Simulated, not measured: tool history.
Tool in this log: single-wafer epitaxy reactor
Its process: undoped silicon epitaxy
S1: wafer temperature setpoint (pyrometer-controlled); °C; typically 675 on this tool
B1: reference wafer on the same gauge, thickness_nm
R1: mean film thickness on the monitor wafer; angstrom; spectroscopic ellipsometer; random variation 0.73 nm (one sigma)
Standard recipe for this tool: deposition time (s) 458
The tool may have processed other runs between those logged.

Run 1, hour 0: usual settings; B1 121.886. Result: R1 1243.76 angstrom.
Run 2, hour 58.8: usual settings; B1 121.858. Result: R1 1273.28 angstrom.
Run 3, hour 116.9: usual settings; B1 122.194. Result: R1 1255.57 angstrom.
Run 4, hour 154.2: usual settings; B1 122.328. Result: R1 1258.72 angstrom.
Run 5, hour 210: usual settings; B1 122.291. Result: R1 1273.91 angstrom.
Run 6, hour 275.3: usual settings; B1 121.958. Result: R1 1263.07 angstrom.
Run 7, hour 312.2: usual settings but S1 669 °C; B1 122.059. Result: R1 1123.42 angstrom.
Run 8, hour 344.8: usual settings but S1 669 °C; B1 122.063. Result: R1 1127.48 angstrom.
Run 9, hour 409.1: usual settings but S1 669 °C; B1 121.804. Result: R1 1142.48 angstrom.
Run 10, hour 447: usual settings but deposition time (s) 403; B1 121.95. Result: R1 1127.26 angstrom.
Run 11, hour 517.8: usual settings but deposition time (s) 403; B1 122. Result: R1 1128.35 angstrom.
Run 12, hour 554: usual settings; B1 121.953. Result: R1 1294.09 angstrom.
At hour 573.5: pyrometer calibrated.
At hour 586.1: gauge calibrated.
Run 13, hour 590.4: usual settings; B1 121.891. Result: R1 1237.76 angstrom.
Run 14, hour 638.6: usual settings; B1 121.919. Result: R1 1235.76 angstrom.
Run 15, hour 678.6: usual settings but deposition time (s) 420; B1 121.83. Result: R1 1137.92 angstrom.
Run 16, hour 711.2: usual settings but deposition time (s) 420; B1 122.18. Result: R1 1127.65 angstrom.
Run 17, hour 766.8: usual settings but deposition time (s) 420; B1 122.175. Result: R1 1128.65 angstrom.
Run 18, hour 823.4: usual settings but deposition time (s) 417; B1 121.558. Result: R1 1133.01 angstrom.
Run 19, hour 894.5: usual settings; B1 122.111. Result: R1 1247.86 angstrom.
Run 20, hour 929: usual settings but S1 690 °C, deposition time (s) 432; B1 121.919. Result: R1 1550.08 angstrom.
Run 21, hour 961.3: usual settings but S1 662 °C, deposition time (s) 379; B1 121.997. Result: R1 785.69 angstrom.
Run 22, hour 987: usual settings but S1 662 °C; B1 121.674. Result: R1 966.32 angstrom.
Run 23, hour 1017.4: usual settings but S1 681 °C, deposition time (s) 534; B1 122.082. Result: R1 1626.58 angstrom.
Run 24, hour 1057: usual settings but S1 670 °C; B1 121.727. Result: R1 1129.71 angstrom.
Run 25, hour 1122.3: usual settings; B1 122.049. Result: R1 1236.99 angstrom.
Run 26, hour 1188: usual settings but S1 685 °C, deposition time (s) 509; B1 122.1. Result: R1 1683.6 angstrom.
Run 27, hour 1221.9: usual settings but S1 660 °C, deposition time (s) 486; B1 121.77. Result: R1 975.01 angstrom.
Run 28, hour 1335.8: usual settings but S1 664 °C, deposition time (s) 535; B1 121.807. Result: R1 1187.11 angstrom.
Run 29, hour 1394.2: usual settings; B1 122.015. Result: R1 1254.39 angstrom.
Run 30, hour 1457.3: usual settings but deposition time (s) 543; B1 121.754. Result: R1 1474.37 angstrom.
Run 31, hour 1488.1: usual settings but deposition time (s) 514; B1 122.187. Result: R1 1390.2 angstrom.
Run 32, hour 1667.3: usual settings but S1 683 °C; B1 122.455. Result: R1 1499.96 angstrom.
Run 33, hour 1703.6: usual settings but S1 669 °C; B1 121.922. Result: R1 1129.44 angstrom.
Run 34, hour 1745.4: usual settings; B1 122.255. Result: R1 1266.49 angstrom.

Per-run results on a tool with no hidden state, each run keeping its own random variation:
The tool's hidden condition here consists of: wafer temperature above the value expected at the setpoint (K); gauge reads high (%).
run       R1
  1  1210.63
  2  1236.02
  3  1215.39
  4  1216.15
  5  1227.23
  6  1212.44
  7  1075.56
  8  1077.37
  9  1087.41
 10  1071.03
 11  1067.16
 12  1220.96
 13  1221.55
 14  1219.48
 15  1122.77
 16  1112.45
 17  1113.01
 18  1116.73
 19  1228.88
 20  1526.49
 21   772.65
 22   949.86
 23  1599.06
 24  1109.31
 25  1213.18
 26  1649.26
 27   953.22
 28  1156.84
 29  1220.76
 30  1431.64
 31  1348.37
 32  1444.88
 33  1084.96
 34  1214.77
